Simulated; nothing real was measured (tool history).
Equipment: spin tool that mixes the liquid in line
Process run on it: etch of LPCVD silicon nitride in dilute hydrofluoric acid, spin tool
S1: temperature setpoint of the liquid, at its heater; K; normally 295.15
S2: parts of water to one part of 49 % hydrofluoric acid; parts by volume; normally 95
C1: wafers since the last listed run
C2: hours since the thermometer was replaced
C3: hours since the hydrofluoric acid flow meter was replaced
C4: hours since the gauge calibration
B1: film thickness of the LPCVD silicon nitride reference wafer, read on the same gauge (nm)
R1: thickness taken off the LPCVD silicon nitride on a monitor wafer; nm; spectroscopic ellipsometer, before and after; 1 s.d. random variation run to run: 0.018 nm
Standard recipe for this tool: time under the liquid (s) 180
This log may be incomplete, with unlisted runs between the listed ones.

{"run": 1, "day": 0.0, "S1": 295.15, "S2": 95, "time under the liquid (s)": 180, "C1": 0, "C2": 1570.6, "C3": 690.5, "C4": 619.3, "B1": 60.015, "R1": 0.757}
{"run": 2, "day": 1.583, "S1": 295.15, "S2": 95, "time under the liquid (s)": 180, "C1": 344, "C2": 1608.6, "C3": 728.5, "C4": 657.3, "B1": 59.963, "R1": 0.771}
{"run": 3, "day": 2.754, "S1": 295.15, "S2": 95, "time under the liquid (s)": 180, "C1": 254, "C2": 1636.7, "C3": 756.6, "C4": 685.4, "B1": 60.022, "R1": 0.765}
{"run": 4, "day": 5.517, "S1": 295.15, "S2": 80, "time under the liquid (s)": 180, "C1": 600, "C2": 1703.0, "C3": 822.9, "C4": 751.7, "B1": 60.014, "R1": 0.951}
{"run": 5, "day": 8.254, "S1": 295.15, "S2": 95, "time under the liquid (s)": 180, "C1": 595, "C2": 1768.7, "C3": 888.6, "C4": 817.4, "B1": 60.02, "R1": 0.773}
{"run": 6, "day": 9.492, "S1": 295.15, "S2": 95, "time under the liquid (s)": 180, "C1": 269, "C2": 1798.4, "C3": 918.3, "C4": 847.1, "B1": 60.034, "R1": 0.78}
{"run": 7, "day": 10.95, "S1": 295.15, "S2": 95, "time under the liquid (s)": 180, "C1": 317, "C2": 1833.4, "C3": 953.3, "C4": 882.1, "B1": 59.98, "R1": 0.764}
{"run": 8, "day": 12.854, "S1": 295.15, "S2": 95, "time under the liquid (s)": 180, "C1": 413, "C2": 1879.1, "C3": 999.0, "C4": 927.8, "B1": 60.013, "R1": 0.817}
{"run": 9, "day": 14.25, "S1": 295.15, "S2": 95, "time under the liquid (s)": 180, "C1": 303, "C2": 1912.6, "C3": 1032.5, "C4": 961.3, "B1": 60.029, "R1": 0.762}
{"run": 10, "day": 16.242, "S1": 295.15, "S2": 95, "time under the liquid (s)": 180, "C1": 432, "C2": 1960.4, "C3": 1080.3, "C4": 1009.1, "B1": 59.966, "R1": 0.79}
{"run": 11, "day": 17.325, "S1": 295.15, "S2": 95, "time under the liquid (s)": 180, "C1": 235, "C2": 1986.4, "C3": 1106.3, "C4": 1035.1, "B1": 59.99, "R1": 0.757}
{"run": 12, "day": 19.225, "S1": 295.15, "S2": 95, "time under the liquid (s)": 180, "C1": 413, "C2": 2032.0, "C3": 1151.9, "C4": 1080.7, "B1": 59.973, "R1": 0.756}
{"run": 13, "day": 21.35, "S1": 293.15, "S2": 95, "time under the liquid (s)": 180, "C1": 461, "C2": 2083.0, "C3": 1202.9, "C4": 1131.7, "B1": 59.972, "R1": 0.678}
{"run": 14, "day": 23.179, "S1": 292.15, "S2": 95, "time under the liquid (s)": 180, "C1": 397, "C2": 2126.9, "C3": 1246.8, "C4": 1175.6, "B1": 59.973, "R1": 0.657}
{"run": 15, "day": 25.325, "S1": 292.65, "S2": 45, "time under the liquid (s)": 285, "C1": 466, "C2": 2178.4, "C3": 1298.3, "C4": 1227.1, "B1": 60.019, "R1": 2.213}
{"run": 16, "day": 28.079, "S1": 296.65, "S2": 95, "time under the liquid (s)": 80, "C1": 598, "C2": 2244.5, "C3": 1364.4, "C4": 1293.2, "B1": 60.019, "R1": 0.385}
{"run": 17, "day": 30.221, "S1": 299.65, "S2": 95, "time under the liquid (s)": 120, "C1": 465, "C2": 2295.9, "C3": 1415.8, "C4": 1344.6, "B1": 59.998, "R1": 0.733}
{"run": 18, "day": 33.188, "S1": 293.15, "S2": 95, "time under the liquid (s)": 180, "C1": 644, "C2": 2367.1, "C3": 1487.0, "C4": 1415.8, "B1": 60.032, "R1": 0.703}
{"day": 33.425, "done": "thermometer replaced"}
{"run": 19, "day": 34.733, "S1": 295.15, "S2": 95, "time under the liquid (s)": 180, "C1": 326, "C2": 31.4, "C3": 1524.1, "C4": 1452.9, "B1": 59.995, "R1": 0.757}
{"run": 20, "day": 36.362, "S1": 295.15, "S2": 115, "time under the liquid (s)": 180, "C1": 354, "C2": 70.5, "C3": 1563.2, "C4": 1492.0, "B1": 59.968, "R1": 0.714}
{"run": 21, "day": 37.433, "S1": 296.65, "S2": 95, "time under the liquid (s)": 90, "C1": 232, "C2": 96.2, "C3": 1588.9, "C4": 1517.7, "B1": 60.012, "R1": 0.445}
{"run": 22, "day": 38.975, "S1": 295.15, "S2": 95, "time under the liquid (s)": 180, "C1": 335, "C2": 133.2, "C3": 1625.9, "C4": 1554.7, "B1": 59.97, "R1": 0.828}
{"run": 23, "day": 41.108, "S1": 291.15, "S2": 145, "time under the liquid (s)": 85, "C1": 463, "C2": 184.4, "C3": 1677.1, "C4": 1605.9, "B1": 59.999, "R1": 0.19}
{"day": 42.629, "done": "gauge calibrated"}
{"run": 24, "day": 43.65, "S1": 293.15, "S2": 70, "time under the liquid (s)": 180, "C1": 552, "C2": 245.4, "C3": 1738.1, "C4": 24.5, "B1": 59.975, "R1": 0.946}
{"day": 43.854, "done": "hydrofluoric acid flow meter replaced"}
{"run": 25, "day": 44.708, "S1": 291.15, "S2": 75, "time under the liquid (s)": 120, "C1": 220, "C2": 270.8, "C3": 20.5, "C4": 49.9, "B1": 60.011, "R1": 0.482}
{"run": 26, "day": 47.367, "S1": 295.15, "S2": 120, "time under the liquid (s)": 135, "C1": 577, "C2": 334.6, "C3": 84.3, "C4": 113.7, "B1": 59.962, "R1": 0.443}
{"run": 27, "day": 52.792, "S1": 295.15, "S2": 95, "time under the liquid (s)": 180, "C1": 1179, "C2": 464.8, "C3": 214.5, "C4": 243.9, "B1": 59.988, "R1": 0.751}
{"run": 28, "day": 55.638, "S1": 295.15, "S2": 45, "time under the liquid (s)": 230, "C1": 618, "C2": 533.1, "C3": 282.8, "C4": 312.2, "B1": 59.999, "R1": 1.981}

Alternative continuations, all from the tool just after run 28; predict every row:
{"run": "A", "day": 55.658, "S1": 298.65, "S2": 95, "time under the liquid (s)": 180, "C1": 4, "C2": 533.6, "C3": 283.3, "C4": 312.7, "B1": "?", "R1": "?"}
{"run": "B", "day": 55.658, "S1": 298.65, "S2": 95, "time under the liquid (s)": 285, "C1": 4, "C2": 533.6, "C3": 283.3, "C4": 312.7, "B1": "?", "R1": "?"}
{"run": "C", "day": 55.658, "S1": 290.65, "S2": 60, "time under the liquid (s)": 180, "C1": 4, "C2": 533.6, "C3": 283.3, "C4": 312.7, "B1": "?", "R1": "?"}
{"run": "D", "day": 55.658, "S1": 299.65, "S2": 130, "time under the liquid (s)": 145, "C1": 4, "C2": 533.6, "C3": 283.3, "C4": 312.7, "B1": "?", "R1": "?"}
{"run": "E", "day": 55.658, "S1": 299.15, "S2": 115, "time under the liquid (s)": 180, "C1": 4, "C2": 533.6, "C3": 283.3, "C4": 312.7, "B1": "?", "R1": "?"}

run=A B1=59.977 R1=0.984
run=B B1=59.977 R1=1.558
run=C B1=59.977 R1=0.896
run=D B1=59.977 R1=0.619
run=E B1=59.977 R1=0.841
Without the tool's hidden state the same runs would have given:
run=A R1=0.958
run=B R1=1.517
run=C R1=0.873
run=D R1=0.603
run=E R1=0.819

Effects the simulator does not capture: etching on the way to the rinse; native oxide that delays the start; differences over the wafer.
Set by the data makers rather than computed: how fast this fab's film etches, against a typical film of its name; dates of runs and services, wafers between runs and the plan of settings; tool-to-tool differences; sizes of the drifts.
